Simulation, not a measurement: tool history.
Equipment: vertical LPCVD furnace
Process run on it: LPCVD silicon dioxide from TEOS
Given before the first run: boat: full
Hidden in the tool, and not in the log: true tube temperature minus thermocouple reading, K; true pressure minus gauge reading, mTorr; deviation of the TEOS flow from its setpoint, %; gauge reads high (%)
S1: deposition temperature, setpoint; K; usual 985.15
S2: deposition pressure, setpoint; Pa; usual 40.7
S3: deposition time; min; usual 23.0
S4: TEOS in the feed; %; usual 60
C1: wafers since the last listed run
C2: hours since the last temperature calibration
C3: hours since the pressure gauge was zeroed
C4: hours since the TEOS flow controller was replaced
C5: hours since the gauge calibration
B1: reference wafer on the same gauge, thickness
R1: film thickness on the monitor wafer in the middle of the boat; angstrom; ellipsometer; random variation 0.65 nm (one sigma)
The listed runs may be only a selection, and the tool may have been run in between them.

{"run": 1, "day": 0.0, "S1": 977.15, "S2": 34.7, "S3": 23.0, "S4": 60, "C1": 0, "C2": 3976.5, "C3": 1728.6, "C4": 5063.3, "C5": 127.0, "B1": 193.93, "R1": 1700.5}
{"run": 2, "day": 1.662, "S1": 977.15, "S2": 34.7, "S3": 23.0, "S4": 60, "C1": 702, "C2": 4016.4, "C3": 1768.5, "C4": 5103.2, "C5": 166.9, "B1": 194.05, "R1": 1701.8}
{"run": 3, "day": 3.454, "S1": 977.15, "S2": 34.7, "S3": 23.0, "S4": 60, "C1": 756, "C2": 4059.4, "C3": 1811.5, "C4": 5146.2, "C5": 209.9, "B1": 193.86, "R1": 1700.1}
{"run": 4, "day": 4.933, "S1": 985.15, "S2": 40.7, "S3": 25.5, "S4": 60, "C1": 624, "C2": 4094.9, "C3": 1847.0, "C4": 5181.7, "C5": 245.4, "B1": 194.0, "R1": 2458.2}
{"run": 5, "day": 6.388, "S1": 985.15, "S2": 40.7, "S3": 25.5, "S4": 60, "C1": 614, "C2": 4129.8, "C3": 1881.9, "C4": 5216.6, "C5": 280.3, "B1": 193.99, "R1": 2463.8}
{"run": 6, "day": 9.333, "S1": 985.15, "S2": 40.7, "S3": 25.5, "S4": 60, "C1": 1244, "C2": 4200.5, "C3": 1952.6, "C4": 5287.3, "C5": 351.0, "B1": 194.0, "R1": 2464.2}
{"run": 7, "day": 10.638, "S1": 985.15, "S2": 40.7, "S3": 23.0, "S4": 60, "C1": 550, "C2": 4231.8, "C3": 1983.9, "C4": 5318.6, "C5": 382.3, "B1": 193.89, "R1": 2226.8}
{"day": 13.383, "done": "thermocouples replaced and temperature profile calibrated"}
{"run": 8, "day": 13.412, "S1": 985.15, "S2": 40.7, "S3": 23.0, "S4": 60, "C1": 749, "C2": 0.7, "C3": 2050.5, "C4": 5385.2, "C5": 448.9, "B1": 194.01, "R1": 2064.4}
{"day": 15.238, "done": "TEOS flow controller replaced"}
{"run": 9, "day": 15.258, "S1": 985.15, "S2": 40.7, "S3": 23.0, "S4": 60, "C1": 357, "C2": 45.0, "C3": 2094.8, "C4": 0.5, "C5": 493.2, "B1": 194.12, "R1": 2081.3}
{"run": 10, "day": 17.788, "S1": 985.15, "S2": 33.3, "S3": 23.0, "S4": 51, "C1": 1068, "C2": 105.7, "C3": 2155.5, "C4": 61.2, "C5": 553.9, "B1": 193.87, "R1": 1729.3}
{"run": 11, "day": 20.15, "S1": 985.15, "S2": 40.7, "S3": 18.5, "S4": 67, "C1": 998, "C2": 162.4, "C3": 2212.2, "C4": 117.9, "C5": 610.6, "B1": 194.06, "R1": 1757.6}
{"day": 20.329, "done": "gauge calibrated"}
{"run": 12, "day": 21.554, "S1": 976.15, "S2": 40.7, "S3": 23.0, "S4": 68, "C1": 593, "C2": 196.1, "C3": 2245.9, "C4": 151.6, "C5": 29.4, "B1": 194.03, "R1": 1796.8}
{"day": 23.512, "done": "pressure gauge zeroed"}
{"run": 13, "day": 23.862, "S1": 985.15, "S2": 40.7, "S3": 26.0, "S4": 55, "C1": 552, "C2": 251.5, "C3": 8.4, "C4": 207.0, "C5": 84.8, "B1": 194.07, "R1": 2249.1}
{"run": 14, "day": 26.808, "S1": 985.15, "S2": 32.0, "S3": 23.0, "S4": 50, "C1": 1244, "C2": 322.2, "C3": 79.1, "C4": 277.7, "C5": 155.5, "B1": 193.95, "R1": 1686.9}
{"run": 15, "day": 29.433, "S1": 995.15, "S2": 31.3, "S3": 23.0, "S4": 54, "C1": 1108, "C2": 385.2, "C3": 142.1, "C4": 340.7, "C5": 218.5, "B1": 194.01, "R1": 2156.9}
{"run": 16, "day": 32.083, "S1": 985.15, "S2": 40.7, "S3": 23.0, "S4": 60, "C1": 1119, "C2": 448.8, "C3": 205.7, "C4": 404.3, "C5": 282.1, "B1": 193.99, "R1": 2069.4}
{"run": 17, "day": 33.792, "S1": 978.15, "S2": 40.7, "S3": 26.0, "S4": 60, "C1": 721, "C2": 489.8, "C3": 246.7, "C4": 445.3, "C5": 323.1, "B1": 193.99, "R1": 2000.7}

5 ways to go on from here, each from the tool as it stands after run 17. What would each give?
{"run": "A", "day": 34.004, "S1": 985.15, "S2": 40.7, "S3": 23.0, "S4": 60, "C1": 89, "C2": 494.9, "C3": 251.8, "C4": 450.4, "C5": 328.2, "B1": "?", "R1": "?"}
{"run": "B", "day": 34.004, "S1": 990.15, "S2": 40.7, "S3": 31.0, "S4": 60, "C1": 89, "C2": 494.9, "C3": 251.8, "C4": 450.4, "C5": 328.2, "B1": "?", "R1": "?"}
{"run": "C", "day": 34.004, "S1": 985.15, "S2": 44.7, "S3": 23.0, "S4": 52, "C1": 89, "C2": 494.9, "C3": 251.8, "C4": 450.4, "C5": 328.2, "B1": "?", "R1": "?"}
{"run": "D", "day": 34.004, "S1": 985.15, "S2": 40.7, "S3": 30.0, "S4": 70, "C1": 89, "C2": 494.9, "C3": 251.8, "C4": 450.4, "C5": 328.2, "B1": "?", "R1": "?"}
{"run": "E", "day": 34.004, "S1": 985.15, "S2": 46.7, "S3": 29.5, "S4": 50, "C1": 89, "C2": 494.9, "C3": 251.8, "C4": 450.4, "C5": 328.2, "B1": "?", "R1": "?"}

run=A B1=193.97 R1=2074.4
run=B B1=193.97 R1=3129.6
run=C B1=193.97 R1=2023.9
run=D B1=193.97 R1=2922.5
run=E B1=193.97 R1=2601.8
Without the tool's unlogged condition, the same runs would have read:
run=A R1=2051.9
run=B R1=3096.1
run=C R1=2002.0
run=D R1=2890.9
run=E R1=2573.6
